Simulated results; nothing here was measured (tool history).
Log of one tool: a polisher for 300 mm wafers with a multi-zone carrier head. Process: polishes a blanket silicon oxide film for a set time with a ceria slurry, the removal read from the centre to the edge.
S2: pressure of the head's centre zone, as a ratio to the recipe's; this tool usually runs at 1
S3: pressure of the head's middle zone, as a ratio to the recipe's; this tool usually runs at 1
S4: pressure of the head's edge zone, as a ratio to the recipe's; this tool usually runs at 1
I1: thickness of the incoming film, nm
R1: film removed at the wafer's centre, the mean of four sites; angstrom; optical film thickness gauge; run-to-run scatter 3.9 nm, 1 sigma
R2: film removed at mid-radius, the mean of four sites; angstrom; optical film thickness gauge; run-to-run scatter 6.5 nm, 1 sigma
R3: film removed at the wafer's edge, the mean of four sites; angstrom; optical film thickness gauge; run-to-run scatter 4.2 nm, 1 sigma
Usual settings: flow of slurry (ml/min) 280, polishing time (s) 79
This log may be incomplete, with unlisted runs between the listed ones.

{"run": 1, "day": 0.0, "flow of slurry (ml/min)": 280, "S2": 1, "S3": 1, "S4": 1, "polishing time (s)": 71, "I1": 1065.7, "R1": 3807, "R2": 3854, "R3": 3870}
{"day": 4.088, "done": "worn pad replaced by a new one"}
{"run": 2, "day": 4.329, "flow of slurry (ml/min)": 220, "S2": 1.08, "S3": 1, "S4": 1, "polishing time (s)": 79, "I1": 1089, "R1": 4336, "R2": 4044, "R3": 4196}
{"run": 3, "day": 4.896, "flow of slurry (ml/min)": 220, "S2": 1, "S3": 1, "S4": 1, "polishing time (s)": 79, "I1": 1078.7, "R1": 4005, "R2": 4153, "R3": 4178}
{"run": 4, "day": 5.758, "flow of slurry (ml/min)": 280, "S2": 1, "S3": 1, "S4": 1, "polishing time (s)": 79, "I1": 1062.2, "R1": 4222, "R2": 4341, "R3": 4429}
{"run": 5, "day": 6.829, "flow of slurry (ml/min)": 280, "S2": 1, "S3": 1.1, "S4": 1, "polishing time (s)": 57, "I1": 1100.7, "R1": 3063, "R2": 3268, "R3": 3075}
{"run": 6, "day": 7.408, "flow of slurry (ml/min)": 280, "S2": 1, "S3": 1, "S4": 1, "polishing time (s)": 79, "I1": 1065.9, "R1": 4177, "R2": 4369, "R3": 4238}
{"run": 7, "day": 8.712, "flow of slurry (ml/min)": 280, "S2": 1, "S3": 1, "S4": 1.05, "polishing time (s)": 93, "I1": 1085.1, "R1": 4953, "R2": 5010, "R3": 5149}
{"run": 8, "day": 10.838, "flow of slurry (ml/min)": 280, "S2": 1, "S3": 1, "S4": 1, "polishing time (s)": 79, "I1": 1071.4, "R1": 4101, "R2": 4189, "R3": 4175}
{"run": 9, "day": 11.638, "flow of slurry (ml/min)": 240, "S2": 1, "S3": 1, "S4": 1, "polishing time (s)": 79, "I1": 1100.1, "R1": 3848, "R2": 4088, "R3": 4106}
{"run": 10, "day": 12.304, "flow of slurry (ml/min)": 280, "S2": 0.95, "S3": 1, "S4": 1, "polishing time (s)": 65, "I1": 1075.2, "R1": 3143, "R2": 3350, "R3": 3337}
{"run": 11, "day": 13.158, "flow of slurry (ml/min)": 280, "S2": 1, "S3": 1, "S4": 1, "polishing time (s)": 79, "I1": 1097.1, "R1": 3964, "R2": 4076, "R3": 4127}
{"run": 12, "day": 13.988, "flow of slurry (ml/min)": 280, "S2": 1, "S3": 1.11, "S4": 1, "polishing time (s)": 79, "I1": 1064.3, "R1": 4011, "R2": 4442, "R3": 4118}

Run 13 has not been measured yet. What should we expect?
{"day": 14.379, "done": "edge zone pressure recalibrated"}
{"run": 13, "day": 14.833, "flow of slurry (ml/min)": 280, "S2": 1, "S3": 1, "S4": 1, "polishing time (s)": 79, "I1": 1088, "R1": "?", "R2": "?", "R3": "?"}

{"run 13": {"R1": 3990, "R2": 4056, "R3": 4029}}
With the hidden condition absent and the run-to-run variation left alone, this run would have shown R1 4640 angstrom, R2 4674 angstrom, R3 4548 angstrom.

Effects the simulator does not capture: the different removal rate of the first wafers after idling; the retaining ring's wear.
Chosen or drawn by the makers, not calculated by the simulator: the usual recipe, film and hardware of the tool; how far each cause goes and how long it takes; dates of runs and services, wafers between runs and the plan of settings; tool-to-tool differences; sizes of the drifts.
